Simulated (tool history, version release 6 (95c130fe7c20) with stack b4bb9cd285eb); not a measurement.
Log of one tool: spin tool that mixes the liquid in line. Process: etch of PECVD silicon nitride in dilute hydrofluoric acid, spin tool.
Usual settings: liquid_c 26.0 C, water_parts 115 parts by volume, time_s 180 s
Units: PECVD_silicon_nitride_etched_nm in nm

run,hour,liquid_c,water_parts,time_s,wafers since the last listed run,hours since the thermometer was replaced,hours since the hydrofluoric acid flow meter was replaced,hours since the gauge calibration,"read-back film thickness of the PECVD silicon nitride reference wafer, read on the same gauge (nm)",PECVD_silicon_nitride_etched_nm
1,0.0,29.0,115,180,0,945.5,1569.4,145.2,79.97,12.28
2,17.5,26.0,115,225,85,963.0,1586.9,162.7,79.97,12.76
3,52.0,26.0,115,180,167,997.5,1621.4,197.2,79.98,10.12
4,134.9,26.0,115,180,402,1080.4,1704.3,280.1,80.00,10.09
5,163.5,26.0,115,180,138,1109.0,1732.9,308.7,80.00,10.12
6,189.4,26.0,100,130,125,1134.9,1758.8,334.6,79.98,8.40
7,216.6,26.0,100,130,132,1162.1,1786.0,361.8,79.97,8.41
# hour 242.4: hydrofluoric acid flow meter replaced
8,242.8,26.0,100,130,122,1188.3,0.4,388.0,80.00,8.37
# hour 260.1: gauge calibrated
9,263.6,26.0,115,180,101,1209.1,21.2,3.5,79.98,10.16
10,284.9,26.0,85,180,103,1230.4,42.5,24.8,79.98,13.68
# hour 286.0: thermometer replaced
11,318.6,26.0,170,245,158,32.6,76.2,58.5,79.97,9.33
12,331.3,26.0,115,180,61,45.3,88.9,71.2,79.98,10.17
13,350.4,26.0,100,130,92,64.4,108.0,90.3,80.05,8.42
14,364.2,24.0,115,180,67,78.2,121.8,104.1,80.00,8.89
15,398.5,26.0,115,115,166,112.5,156.1,138.4,80.01,6.51
16,421.2,26.0,170,265,110,135.2,178.8,161.1,79.99,10.10

How the hidden state differs across the entries between the runs, from the last listed run before each to the first after it:
Between runs 7 and 8: hydrofluoric acid flow meter replaced (hour 242.4)
  no hidden state differs between the two runs
Between runs 8 and 9: gauge calibrated (hour 260.1)
  no hidden state differs between the two runs
Between runs 10 and 11: thermometer replaced (hour 286.0)
  no hidden state differs between the two runs
